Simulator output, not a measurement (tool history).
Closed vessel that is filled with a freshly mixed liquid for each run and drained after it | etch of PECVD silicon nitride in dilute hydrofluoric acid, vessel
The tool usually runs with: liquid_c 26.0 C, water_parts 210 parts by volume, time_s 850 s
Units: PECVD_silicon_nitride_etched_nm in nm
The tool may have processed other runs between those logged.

| run | hour | liquid_c | water_parts | time_s | wafers since the last listed run | hours since the thermometer was replaced | hours since the hydrofluoric acid flow meter was replaced | hours since the gauge calibration | read-back film thickness of the PECVD silicon nitride reference wafer, read on the same gauge (nm) | PECVD_silicon_nitride_etched_nm |
|---|---|---|---|---|---|---|---|---|---|---|
| 1 | 0.0 | 26.0 | 210 | 850 | 0 | 1212.0 | 955.5 | 187.1 | 70.00 | 8.91 |
| 2 | 45.0 | 26.0 | 210 | 850 | 2790 | 1257.0 | 1000.5 | 232.1 | 70.03 | 8.76 |
| 3 | 53.8 | 26.0 | 210 | 850 | 545 | 1265.8 | 1009.3 | 240.9 | 70.02 | 8.74 |
| 4 | 65.4 | 26.0 | 210 | 850 | 719 | 1277.4 | 1020.9 | 252.5 | 69.97 | 8.84 |
| 5 | 87.2 | 26.0 | 210 | 850 | 1351 | 1299.2 | 1042.7 | 274.3 | 70.02 | 8.71 |
| 6 | 98.9 | 26.0 | 210 | 850 | 725 | 1310.9 | 1054.4 | 286.0 | 69.97 | 8.68 |
| 7 | 106.9 | 26.0 | 210 | 850 | 496 | 1318.9 | 1062.4 | 294.0 | 69.95 | 8.75 |
|  | 111.8 | gauge calibrated |
| 8 | 121.4 | 26.0 | 210 | 850 | 899 | 1333.4 | 1076.9 | 9.6 | 70.00 | 8.82 |
| 9 | 129.2 | 26.0 | 210 | 850 | 483 | 1341.2 | 1084.7 | 17.4 | 70.05 | 8.78 |
| 10 | 144.5 | 26.0 | 210 | 850 | 948 | 1356.5 | 1100.0 | 32.7 | 70.01 | 8.92 |
| 11 | 159.5 | 26.0 | 150 | 385 | 930 | 1371.5 | 1115.0 | 47.7 | 69.96 | 5.55 |
| 12 | 171.9 | 22.5 | 210 | 505 | 768 | 1383.9 | 1127.4 | 60.1 | 70.04 | 4.22 |
| 13 | 189.6 | 26.0 | 210 | 850 | 1097 | 1401.6 | 1145.1 | 77.8 | 70.00 | 8.76 |
| 14 | 196.5 | 21.5 | 180 | 610 | 427 | 1408.5 | 1152.0 | 84.7 | 69.99 | 5.50 |
|  | 203.2 | hydrofluoric acid flow meter replaced |
| 15 | 212.9 | 26.0 | 255 | 685 | 955 | 1424.9 | 9.7 | 101.1 | 70.01 | 5.88 |
|  | 225.9 | thermometer replaced |
| 16 | 226.4 | 26.0 | 210 | 850 | 775 | 0.5 | 23.2 | 114.6 | 69.98 | 8.92 |
| 17 | 239.1 | 26.0 | 170 | 445 | 787 | 13.2 | 35.9 | 127.3 | 69.99 | 5.67 |
| 18 | 255.6 | 26.0 | 210 | 850 | 1023 | 29.7 | 52.4 | 143.8 | 70.03 | 8.98 |
| 19 | 264.5 | 26.0 | 210 | 850 | 551 | 38.6 | 61.3 | 152.7 | 69.98 | 8.84 |
| 20 | 282.4 | 24.5 | 280 | 365 | 1110 | 56.5 | 79.2 | 170.6 | 70.01 | 2.58 |

Run-by-run hidden state of the tool:
liquid hotter than its thermometer reads (K): 0 across all the runs
hydrofluoric acid flow below the setpoint (%): 0 across all the runs
gauge reads high (%): 0 across all the runs
